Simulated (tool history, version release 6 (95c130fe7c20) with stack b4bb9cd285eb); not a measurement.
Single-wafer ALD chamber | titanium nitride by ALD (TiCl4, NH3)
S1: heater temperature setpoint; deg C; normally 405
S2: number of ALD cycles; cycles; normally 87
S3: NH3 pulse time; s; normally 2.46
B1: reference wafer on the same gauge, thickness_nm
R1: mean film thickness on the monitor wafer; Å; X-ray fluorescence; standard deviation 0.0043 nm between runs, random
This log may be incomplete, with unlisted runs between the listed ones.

{"run": 1, "day": 0.0, "S1": 405, "S2": 87, "S3": 2.46, "B1": 1.42, "R1": 17.26}
{"run": 2, "day": 0.604, "S1": 405, "S2": 87, "S3": 2.46, "B1": 1.42, "R1": 17.24}
{"run": 3, "day": 1.329, "S1": 405, "S2": 87, "S3": 2.46, "B1": 1.42, "R1": 17.15}
{"run": 4, "day": 1.979, "S1": 405, "S2": 87, "S3": 2.46, "B1": 1.42, "R1": 17.3}
{"run": 5, "day": 2.983, "S1": 405, "S2": 87, "S3": 2.46, "B1": 1.419, "R1": 17.31}
{"run": 6, "day": 4.279, "S1": 397, "S2": 74, "S3": 2.46, "B1": 1.42, "R1": 14.57}
{"run": 7, "day": 4.821, "S1": 397, "S2": 74, "S3": 2.46, "B1": 1.419, "R1": 14.61}
{"run": 8, "day": 5.983, "S1": 397, "S2": 74, "S3": 2.46, "B1": 1.42, "R1": 14.53}
{"run": 9, "day": 6.646, "S1": 405, "S2": 87, "S3": 2.46, "B1": 1.421, "R1": 17.19}
{"run": 10, "day": 7.8, "S1": 405, "S2": 87, "S3": 2.46, "B1": 1.42, "R1": 17.27}
{"run": 11, "day": 8.496, "S1": 405, "S2": 87, "S3": 2.46, "B1": 1.42, "R1": 17.18}
{"day": 9.058, "done": "gauge calibrated"}
{"run": 12, "day": 9.246, "S1": 405, "S2": 87, "S3": 2.46, "B1": 1.42, "R1": 17.14}
{"run": 13, "day": 10.288, "S1": 410, "S2": 87, "S3": 2.46, "B1": 1.42, "R1": 17.21}
{"day": 10.912, "done": "thermocouple changed; heater temperature recalibrated"}
{"run": 14, "day": 11.054, "S1": 415, "S2": 87, "S3": 3.04, "B1": 1.421, "R1": 17.3}
{"run": 15, "day": 11.85, "S1": 405, "S2": 87, "S3": 2.46, "B1": 1.42, "R1": 17.27}
{"run": 16, "day": 12.5, "S1": 414, "S2": 104, "S3": 2.81, "B1": 1.419, "R1": 20.78}
{"run": 17, "day": 13.683, "S1": 405, "S2": 82, "S3": 2.46, "B1": 1.421, "R1": 16.28}
{"run": 18, "day": 14.442, "S1": 394, "S2": 87, "S3": 2.11, "B1": 1.42, "R1": 17.02}
{"run": 19, "day": 15.608, "S1": 405, "S2": 87, "S3": 2.46, "B1": 1.42, "R1": 17.16}
{"day": 16.388, "done": "showerhead replaced"}
{"run": 20, "day": 16.408, "S1": 397, "S2": 87, "S3": 2.11, "B1": 1.42, "R1": 17.1}
{"run": 21, "day": 17.788, "S1": 414, "S2": 104, "S3": 2.81, "B1": 1.42, "R1": 20.68}
{"run": 22, "day": 19.242, "S1": 416, "S2": 87, "S3": 2.46, "B1": 1.42, "R1": 17.25}
{"run": 23, "day": 20.162, "S1": 405, "S2": 87, "S3": 1.59, "B1": 1.42, "R1": 16.94}
{"run": 24, "day": 22.25, "S1": 400, "S2": 71, "S3": 2.07, "B1": 1.421, "R1": 13.9}
{"run": 25, "day": 23.404, "S1": 405, "S2": 87, "S3": 2.46, "B1": 1.42, "R1": 17.22}
{"run": 26, "day": 24.383, "S1": 405, "S2": 87, "S3": 1.62, "B1": 1.42, "R1": 16.94}

Run-by-run hidden state of the tool:
wafer temperature above the value expected at the setpoint (K): 0, the same for each run
gauge reads high (%): 0, the same for each run
